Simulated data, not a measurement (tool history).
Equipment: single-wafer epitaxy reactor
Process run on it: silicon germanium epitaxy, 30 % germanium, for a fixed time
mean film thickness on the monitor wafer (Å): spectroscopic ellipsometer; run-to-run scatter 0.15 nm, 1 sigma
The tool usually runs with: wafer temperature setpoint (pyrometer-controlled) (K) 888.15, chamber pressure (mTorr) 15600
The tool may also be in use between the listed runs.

run,hour,wafer temperature setpoint (pyrometer-controlled) (K),chamber pressure (mTorr),wafers since the last listed run,hours since the last pyrometer calibration,hours since the last manometer calibration,hours since the showerhead was replaced,hours since the gauge calibration,"read-back reference wafer on the same gauge, thickness_nm",mean film thickness on the monitor wafer (Å)
1,0.0,893.15,15600,0,2480.3,2901.7,2937.3,93.7,87.250,742.04
2,31.8,893.15,15600,624,2512.1,2933.5,2969.1,125.5,87.223,742.82
3,45.6,893.15,15600,271,2525.9,2947.3,2982.9,139.3,87.197,742.03
4,60.0,888.15,16500,282,2540.3,2961.7,2997.3,153.7,87.179,702.89
5,69.7,888.15,13800,190,2550.0,2971.4,3007.0,163.4,87.190,651.47
6,77.1,880.15,15600,145,2557.4,2978.8,3014.4,170.8,87.175,605.84
# hour 86.3: pyrometer calibrated
7,87.7,880.15,15600,51,1.4,2989.4,3025.0,181.4,87.174,569.86
8,102.4,880.15,15600,288,16.1,3004.1,3039.7,196.1,87.194,569.43
9,109.5,888.15,15600,139,23.2,3011.2,3046.8,203.2,87.191,646.69
# hour 132.5: capacitance manometer re-zeroed and calibrated
10,133.0,888.15,15600,304,46.7,0.5,3070.3,226.7,87.233,647.49
# hour 134.0: gauge calibrated
11,134.3,882.15,17600,25,48.0,1.8,3071.6,0.3,87.249,619.04
# hour 144.1: pyrometer calibrated, repeated, since the last time left the tool worse
12,147.5,894.15,16800,102,3.4,15.0,3084.8,13.5,87.188,820.47
13,154.6,881.15,11900,139,10.5,22.1,3091.9,20.6,87.176,580.04
14,161.4,888.15,15600,133,17.3,28.9,3098.7,27.4,87.242,723.34
# hour 171.6: showerhead replaced
15,174.6,899.15,15600,102,30.5,42.1,3.0,40.6,87.214,854.93
16,182.4,888.15,15600,153,38.3,49.9,10.8,48.4,87.115,721.86
17,206.6,897.15,12300,475,62.5,74.1,35.0,72.6,87.153,751.29
18,216.5,873.15,17400,194,72.4,84.0,44.9,82.5,87.147,594.27
19,232.6,894.15,14200,316,88.5,100.1,61.0,98.6,87.238,762.41
20,243.7,888.15,15600,218,99.6,111.2,72.1,109.7,87.261,721.17

Each row is a separate what-if for the run after 20, all from the same tool condition, not one after another. Results?
A,244.1,888.15,17200,7,100.0,111.6,72.5,110.1,?,?
B,244.1,883.15,13700,7,100.0,111.6,72.5,110.1,?,?
C,244.1,897.15,19000,7,100.0,111.6,72.5,110.1,?,?

run,"read-back reference wafer on the same gauge, thickness_nm",mean film thickness on the monitor wafer (Å)
A,87.127,753.63
B,87.127,633.75
C,87.127,902.35
What these runs would have given with no unlogged condition in the tool:
run,mean film thickness on the monitor wafer (Å)
A,762.59
B,641.36
C,912.89
